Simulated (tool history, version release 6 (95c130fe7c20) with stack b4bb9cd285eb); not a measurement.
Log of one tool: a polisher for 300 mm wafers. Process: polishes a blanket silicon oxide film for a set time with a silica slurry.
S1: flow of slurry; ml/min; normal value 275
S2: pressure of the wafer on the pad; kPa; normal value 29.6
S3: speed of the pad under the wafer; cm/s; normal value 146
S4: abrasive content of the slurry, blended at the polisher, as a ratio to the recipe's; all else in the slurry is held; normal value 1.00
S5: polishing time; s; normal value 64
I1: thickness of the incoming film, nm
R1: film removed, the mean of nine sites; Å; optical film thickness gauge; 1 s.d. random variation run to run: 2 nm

run,hour,S1,S2,S3,S4,S5,I1,R1
1,0.0,275,29.6,108,1.00,64,1327.1,1863
# hour 15.1: worn pad replaced by a new one
2,36.7,275,29.6,108,1.00,64,1348.4,1836
3,66.7,275,24.8,146,0.90,64,1365.1,1971
4,126.4,275,29.6,164,1.00,64,1367.8,2551
5,160.4,275,29.6,164,1.00,64,1339.1,2550
6,200.3,275,29.6,146,1.00,64,1345.2,2352
7,255.4,275,29.6,146,1.00,64,1341.1,2320
# hour 313.9: slurry blender recalibrated
8,320.7,330,36.5,146,1.00,64,1342.0,2773
9,345.7,275,29.6,106,0.90,64,1352.5,1695
# hour 361.3: worn pad replaced by a new one
10,414.5,275,29.6,146,1.00,64,1343.1,2299
# hour 458.8: head pressure recalibrated
11,463.0,330,29.6,166,1.00,42,1353.0,1776
12,517.4,275,29.6,146,1.00,64,1326.6,2425
# hour 529.8: conditioning disc replaced and pad reconditioned
# hour 542.6: slurry nozzle cleaned
13,576.6,275,29.6,146,1.00,64,1364.0,2444
14,606.4,275,29.6,146,1.00,64,1337.7,2441
15,634.9,310,29.6,146,1.00,80,1362.5,3065
16,674.5,275,21.4,146,1.00,44,1338.1,1281
# hour 709.5: slurry blender recalibrated
17,729.5,275,29.6,164,1.00,64,1350.8,2617
# hour 744.0: worn pad replaced by a new one
18,763.5,275,29.6,146,1.00,64,1337.5,2372
19,811.0,275,29.6,146,1.00,64,1335.8,2373
20,866.5,275,24.1,146,1.00,64,1357.7,2057
21,935.0,275,34.5,146,1.00,64,1340.6,2690
22,982.9,360,39.3,146,1.00,57,1333.7,2728
23,1023.9,275,29.6,146,0.90,64,1351.0,2253
# hour 1088.3: conditioning disc replaced and pad reconditioned
24,1088.7,340,29.6,194,1.00,64,1341.3,3039
25,1149.2,275,29.6,146,1.00,64,1361.5,2378
# hour 1162.6: worn pad replaced by a new one
# hour 1169.1: slurry blender recalibrated
# hour 1258.5: slurry nozzle cleaned
26,1263.3,275,34.5,166,1.25,75,1367.6,3775

Consider 3 possible next runs. They are alternatives, not a sequence: every one starts from the tool as it was left by run 26. What does each give?
A,1263.7,275,29.6,146,1.00,64,1350.0,?
B,1263.7,275,29.6,146,0.90,43,1350.0,?
C,1263.7,340,29.6,128,1.00,64,1350.0,?

run,R1
A,2313
B,1488
C,2107
With no hidden state in the tool, these same runs would have given:
run,R1
A,2445
B,1574
C,2228

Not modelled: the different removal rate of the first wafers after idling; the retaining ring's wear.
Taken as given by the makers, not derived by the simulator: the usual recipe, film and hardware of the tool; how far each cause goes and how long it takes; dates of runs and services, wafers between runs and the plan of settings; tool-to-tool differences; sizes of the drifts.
